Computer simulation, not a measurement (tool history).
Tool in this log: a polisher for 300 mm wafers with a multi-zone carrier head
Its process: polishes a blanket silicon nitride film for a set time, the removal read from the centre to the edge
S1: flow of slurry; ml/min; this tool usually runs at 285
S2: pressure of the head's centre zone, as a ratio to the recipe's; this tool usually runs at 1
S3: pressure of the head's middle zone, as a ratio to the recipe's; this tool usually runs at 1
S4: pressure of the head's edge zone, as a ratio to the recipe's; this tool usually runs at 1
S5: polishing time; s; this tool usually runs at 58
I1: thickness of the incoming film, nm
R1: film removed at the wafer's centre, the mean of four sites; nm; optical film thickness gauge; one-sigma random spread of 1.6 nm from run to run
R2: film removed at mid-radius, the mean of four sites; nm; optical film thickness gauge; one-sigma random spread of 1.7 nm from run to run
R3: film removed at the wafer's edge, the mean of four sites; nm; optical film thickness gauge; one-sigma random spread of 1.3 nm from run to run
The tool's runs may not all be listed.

| run | hour | S1 | S2 | S3 | S4 | S5 | I1 | R1 | R2 | R3 |
|---|---|---|---|---|---|---|---|---|---|---|
| 1 | 0 | 330 | 1 | 1 | 1 | 58 | 511.1 | 118.4 | 119.3 | 118.6 |
|  | 55.3 | worn pad replaced by a new one |
| 2 | 64.8 | 285 | 1 | 1 | 1 | 58 | 502.7 | 117 | 116 | 118.1 |
| 3 | 150.6 | 285 | 1 | 1.08 | 1 | 69 | 510.7 | 139.1 | 151.5 | 139.8 |
| 4 | 227.5 | 240 | 0.96 | 0.94 | 1 | 58 | 511.6 | 113.2 | 111.2 | 117 |
| 5 | 303.4 | 285 | 1.1 | 1 | 1 | 46 | 508.9 | 99.9 | 93.3 | 94.5 |
|  | 352.2 | edge zone pressure recalibrated |
| 6 | 357.1 | 380 | 1 | 1 | 1 | 58 | 508.1 | 116.5 | 116.8 | 119.4 |
| 7 | 441.9 | 240 | 1.04 | 1 | 1.04 | 64 | 499.7 | 130.1 | 127.5 | 132.4 |
|  | 475.8 | slurry nozzle cleaned |
| 8 | 512.8 | 285 | 1 | 1 | 0.93 | 58 | 514.7 | 116.7 | 118 | 114 |
| 9 | 586.8 | 210 | 0.94 | 1 | 0.95 | 58 | 506 | 107.5 | 115 | 114.7 |
|  | 592 | carrier head's membrane replaced by a new one |
|  | 619.8 | worn pad replaced by a new one |
|  | 631.1 | centre zone pressure recalibrated |
| 10 | 688.9 | 285 | 1 | 1 | 1 | 58 | 508.1 | 118.2 | 119.4 | 117.4 |
| 11 | 789.1 | 285 | 1 | 1 | 1.08 | 53 | 508.2 | 106.3 | 106.7 | 111.5 |
| 12 | 848.5 | 320 | 1.12 | 0.96 | 1.05 | 58 | 510.8 | 132.1 | 114.4 | 123.1 |
| 13 | 952.5 | 285 | 1 | 1.09 | 1 | 74 | 510.5 | 151.3 | 158.3 | 151.5 |
| 14 | 1013.9 | 255 | 1 | 1.08 | 1.09 | 72 | 511.2 | 147.4 | 153.8 | 151 |
| 15 | 1088.6 | 285 | 1 | 1.09 | 1 | 65 | 519.5 | 128.3 | 144.2 | 130.6 |
| 16 | 1133.5 | 285 | 1.04 | 0.96 | 1 | 58 | 499.9 | 119.2 | 111.5 | 116.5 |
|  | 1168.8 | slurry nozzle cleaned |
|  | 1222.4 | centre zone pressure recalibrated |
| 17 | 1236.2 | 285 | 0.89 | 0.91 | 1 | 58 | 503.3 | 102.4 | 107.6 | 118.7 |
| 18 | 1300.6 | 285 | 1.09 | 1 | 1 | 47 | 511 | 104.1 | 94.3 | 93.9 |
|  | 1315.3 | worn pad replaced by a new one |
| 19 | 1369.6 | 285 | 1 | 1 | 1 | 58 | 503.4 | 116.6 | 117.5 | 118.3 |
| 20 | 1445.4 | 285 | 1 | 1 | 1 | 58 | 507.8 | 117.4 | 118.1 | 118.1 |
| 21 | 1503.6 | 285 | 1 | 1 | 1 | 58 | 505.8 | 118.8 | 118.5 | 116.1 |
| 22 | 1602.1 | 285 | 1 | 1 | 0.97 | 58 | 511.2 | 116.8 | 117.3 | 115.1 |

Hidden state, per run?
removal rate lost through wear of the pad, %: 0, the same for each run
slurry flow missing at the pad, %: 0, the same for each run
deviation of the centre zone's pressure from its setpoint, %: 0, the same for each run
deviation of the edge zone's pressure from its setpoint, %: 0, the same for each run
